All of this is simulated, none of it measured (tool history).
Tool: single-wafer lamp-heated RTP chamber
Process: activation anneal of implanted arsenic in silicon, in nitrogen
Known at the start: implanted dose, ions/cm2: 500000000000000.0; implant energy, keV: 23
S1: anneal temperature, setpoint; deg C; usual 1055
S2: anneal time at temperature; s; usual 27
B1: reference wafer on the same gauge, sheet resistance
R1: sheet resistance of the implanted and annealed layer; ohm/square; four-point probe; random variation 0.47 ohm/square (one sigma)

run 1 day=0.000 | S1=1042 S2=27 | B1=168.99 | R1=210.92
run 2 day=2.883 | S1=1042 S2=27 | B1=168.90 | R1=211.75
run 3 day=4.088 | S1=1055 S2=27 | B1=169.05 | R1=210.16
run 4 day=6.796 | S1=1055 S2=27 | B1=168.98 | R1=208.64
-- day=7.462 pyrometer window cleaned and pyrometer calibrated
run 5 day=9.062 | S1=1055 S2=27 | B1=169.01 | R1=209.46
-- day=11.417 reflector plate cleaned
run 6 day=11.438 | S1=1043 S2=27 | B1=168.97 | R1=212.06
run 7 day=15.538 | S1=1043 S2=27 | B1=168.94 | R1=211.72
run 8 day=17.362 | S1=1043 S2=27 | B1=169.00 | R1=212.48
run 9 day=20.033 | S1=1055 S2=40 | B1=169.03 | R1=206.10
run 10 day=22.021 | S1=1055 S2=27 | B1=169.11 | R1=209.15
run 11 day=24.421 | S1=1076 S2=40 | B1=169.00 | R1=201.05
-- day=25.571 pyrometer window cleaned and pyrometer calibrated
-- day=26.288 gauge calibrated
run 12 day=26.546 | S1=1084 S2=19 | B1=168.99 | R1=206.81
run 13 day=29.029 | S1=1045 S2=27 | B1=169.09 | R1=211.27
run 14 day=31.933 | S1=1065 S2=27 | B1=168.93 | R1=206.54
run 15 day=33.358 | S1=1055 S2=27 | B1=168.98 | R1=208.82
run 16 day=35.796 | S1=1082 S2=18 | B1=168.95 | R1=206.13
run 17 day=36.958 | S1=1038 S2=38 | B1=168.97 | R1=209.36

3 ways to go on from here, each from the tool as it stands after run 17. What would each give?
run A day=36.975 | S1=1055 S2=27 | B1=? | R1=?
run B day=36.975 | S1=1035 S2=15 | B1=? | R1=?
run C day=36.975 | S1=1033 S2=21 | B1=? | R1=?

run=A B1=169.01 R1=208.87
run=B B1=169.01 R1=216.82
run=C B1=169.01 R1=214.84
Without the tool's hidden state the same runs would have given:
run=A R1=210.50
run=B R1=218.05
run=C R1=216.20

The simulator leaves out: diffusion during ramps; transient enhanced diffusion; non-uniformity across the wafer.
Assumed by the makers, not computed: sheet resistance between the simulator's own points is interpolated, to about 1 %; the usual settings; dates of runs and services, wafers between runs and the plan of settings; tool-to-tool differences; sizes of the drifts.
